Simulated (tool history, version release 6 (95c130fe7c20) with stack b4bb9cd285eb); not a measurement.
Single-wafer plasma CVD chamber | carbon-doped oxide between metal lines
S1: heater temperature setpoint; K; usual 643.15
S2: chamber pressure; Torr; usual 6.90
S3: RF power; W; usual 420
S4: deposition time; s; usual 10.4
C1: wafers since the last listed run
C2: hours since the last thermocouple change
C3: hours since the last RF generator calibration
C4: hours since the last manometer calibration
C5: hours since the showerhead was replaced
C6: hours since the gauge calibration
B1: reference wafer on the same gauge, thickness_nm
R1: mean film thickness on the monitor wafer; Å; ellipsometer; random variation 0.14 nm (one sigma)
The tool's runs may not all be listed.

{"run": 1, "hour": 0.0, "S1": 643.15, "S2": 6.9, "S3": 420, "S4": 10.4, "C1": 0, "C2": 1158.5, "C3": 2399.2, "C4": 2414.9, "C5": 5414.9, "C6": 279.3, "B1": 44.228, "R1": 434.62}
{"run": 2, "hour": 10.5, "S1": 643.15, "S2": 6.9, "S3": 420, "S4": 10.4, "C1": 349, "C2": 1169.0, "C3": 2409.7, "C4": 2425.4, "C5": 5425.4, "C6": 289.8, "B1": 44.305, "R1": 433.52}
{"run": 3, "hour": 28.3, "S1": 643.15, "S2": 6.9, "S3": 420, "S4": 10.4, "C1": 591, "C2": 1186.8, "C3": 2427.5, "C4": 2443.2, "C5": 5443.2, "C6": 307.6, "B1": 44.289, "R1": 431.96}
{"run": 4, "hour": 46.3, "S1": 643.15, "S2": 6.9, "S3": 420, "S4": 10.4, "C1": 598, "C2": 1204.8, "C3": 2445.5, "C4": 2461.2, "C5": 5461.2, "C6": 325.6, "B1": 44.327, "R1": 432.86}
{"run": 5, "hour": 55.3, "S1": 643.15, "S2": 6.9, "S3": 420, "S4": 10.4, "C1": 299, "C2": 1213.8, "C3": 2454.5, "C4": 2470.2, "C5": 5470.2, "C6": 334.6, "B1": 44.256, "R1": 434.4}
{"run": 6, "hour": 69.5, "S1": 643.15, "S2": 6.9, "S3": 420, "S4": 10.4, "C1": 472, "C2": 1228.0, "C3": 2468.7, "C4": 2484.4, "C5": 5484.4, "C6": 348.8, "B1": 44.317, "R1": 433.24}
{"hour": 80.5, "done": "thermocouple changed; heater temperature recalibrated"}
{"run": 7, "hour": 85.1, "S1": 658.15, "S2": 7.91, "S3": 420, "S4": 9.9, "C1": 252, "C2": 4.6, "C3": 2484.3, "C4": 2500.0, "C5": 5500.0, "C6": 364.4, "B1": 44.295, "R1": 403.0}
{"hour": 93.2, "done": "gauge calibrated"}
{"run": 8, "hour": 99.2, "S1": 635.15, "S2": 6.9, "S3": 385, "S4": 12.4, "C1": 468, "C2": 18.7, "C3": 2498.4, "C4": 2514.1, "C5": 5514.1, "C6": 6.0, "B1": 44.289, "R1": 491.04}
{"run": 9, "hour": 111.0, "S1": 643.15, "S2": 6.9, "S3": 420, "S4": 10.4, "C1": 392, "C2": 30.5, "C3": 2510.2, "C4": 2525.9, "C5": 5525.9, "C6": 17.8, "B1": 44.217, "R1": 431.85}
{"run": 10, "hour": 127.6, "S1": 643.15, "S2": 6.9, "S3": 420, "S4": 9.4, "C1": 551, "C2": 47.1, "C3": 2526.8, "C4": 2542.5, "C5": 5542.5, "C6": 34.4, "B1": 44.282, "R1": 391.56}
{"run": 11, "hour": 140.6, "S1": 633.15, "S2": 8.05, "S3": 495, "S4": 10.4, "C1": 432, "C2": 60.1, "C3": 2539.8, "C4": 2555.5, "C5": 5555.5, "C6": 47.4, "B1": 44.342, "R1": 496.65}
{"hour": 154.3, "done": "RF generator calibrated"}
{"run": 12, "hour": 158.2, "S1": 643.15, "S2": 6.9, "S3": 420, "S4": 12.4, "C1": 319, "C2": 77.7, "C3": 3.9, "C4": 2573.1, "C5": 5573.1, "C6": 65.0, "B1": 44.331, "R1": 548.93}
{"run": 13, "hour": 169.7, "S1": 643.15, "S2": 6.9, "S3": 420, "S4": 10.4, "C1": 382, "C2": 89.2, "C3": 15.4, "C4": 2584.6, "C5": 5584.6, "C6": 76.5, "B1": 44.339, "R1": 460.62}
{"hour": 178.5, "done": "capacitance manometer re-zeroed and calibrated"}
{"hour": 191.7, "done": "showerhead replaced, of another model than before"}
{"run": 14, "hour": 192.2, "S1": 639.15, "S2": 6.25, "S3": 500, "S4": 11.5, "C1": 216, "C2": 111.7, "C3": 37.9, "C4": 13.7, "C5": 0.5, "C6": 99.0, "B1": 44.396, "R1": 588.58}
{"run": 15, "hour": 196.4, "S1": 656.15, "S2": 7.44, "S3": 470, "S4": 12.1, "C1": 139, "C2": 115.9, "C3": 42.1, "C4": 17.9, "C5": 4.7, "C6": 103.2, "B1": 44.305, "R1": 579.26}
{"run": 16, "hour": 202.6, "S1": 643.15, "S2": 6.9, "S3": 420, "S4": 10.4, "C1": 206, "C2": 122.1, "C3": 48.3, "C4": 24.1, "C5": 10.9, "C6": 109.4, "B1": 44.339, "R1": 460.87}
{"run": 17, "hour": 211.9, "S1": 643.15, "S2": 6.9, "S3": 395, "S4": 10.4, "C1": 309, "C2": 131.4, "C3": 57.6, "C4": 33.4, "C5": 20.2, "C6": 118.7, "B1": 44.204, "R1": 433.56}
{"run": 18, "hour": 226.8, "S1": 632.15, "S2": 6.21, "S3": 445, "S4": 8.5, "C1": 495, "C2": 146.3, "C3": 72.5, "C4": 48.3, "C5": 35.1, "C6": 133.6, "B1": 44.289, "R1": 404.41}
{"run": 19, "hour": 242.3, "S1": 637.15, "S2": 6.9, "S3": 420, "S4": 12.4, "C1": 515, "C2": 161.8, "C3": 88.0, "C4": 63.8, "C5": 50.6, "C6": 149.1, "B1": 44.325, "R1": 550.6}
{"run": 20, "hour": 254.3, "S1": 653.15, "S2": 7.92, "S3": 340, "S4": 9.5, "C1": 398, "C2": 173.8, "C3": 100.0, "C4": 75.8, "C5": 62.6, "C6": 161.1, "B1": 44.234, "R1": 335.15}
{"run": 21, "hour": 271.0, "S1": 651.15, "S2": 6.9, "S3": 420, "S4": 10.4, "C1": 555, "C2": 190.5, "C3": 116.7, "C4": 92.5, "C5": 79.3, "C6": 177.8, "B1": 44.324, "R1": 451.33}
{"run": 22, "hour": 282.3, "S1": 651.15, "S2": 6.9, "S3": 420, "S4": 11.9, "C1": 375, "C2": 201.8, "C3": 128.0, "C4": 103.8, "C5": 90.6, "C6": 189.1, "B1": 44.292, "R1": 518.31}
{"run": 23, "hour": 295.2, "S1": 643.15, "S2": 5.37, "S3": 370, "S4": 10.4, "C1": 428, "C2": 214.7, "C3": 140.9, "C4": 116.7, "C5": 103.5, "C6": 202.0, "B1": 44.273, "R1": 394.06}
{"run": 24, "hour": 302.9, "S1": 635.15, "S2": 6.13, "S3": 355, "S4": 10.4, "C1": 255, "C2": 222.4, "C3": 148.6, "C4": 124.4, "C5": 111.2, "C6": 209.7, "B1": 44.372, "R1": 388.8}
{"run": 25, "hour": 313.7, "S1": 643.15, "S2": 5.72, "S3": 420, "S4": 11.2, "C1": 359, "C2": 233.2, "C3": 159.4, "C4": 135.2, "C5": 122.0, "C6": 220.5, "B1": 44.273, "R1": 485.68}
{"run": 26, "hour": 321.1, "S1": 643.15, "S2": 7.91, "S3": 340, "S4": 10.4, "C1": 246, "C2": 240.6, "C3": 166.8, "C4": 142.6, "C5": 129.4, "C6": 227.9, "B1": 44.307, "R1": 373.51}

The next listed run, before its measurement:
{"run": 27, "hour": 332.2, "S1": 629.15, "S2": 8.24, "S3": 485, "S4": 8.8, "C1": 369, "C2": 251.7, "C3": 177.9, "C4": 153.7, "C5": 140.5, "C6": 239.0, "B1": "?", "R1": "?"}

Run 27 gave B1 44.339, R1 459.13 Å.
Without the tool's hidden state the same run would have given R1 459.84 Å.
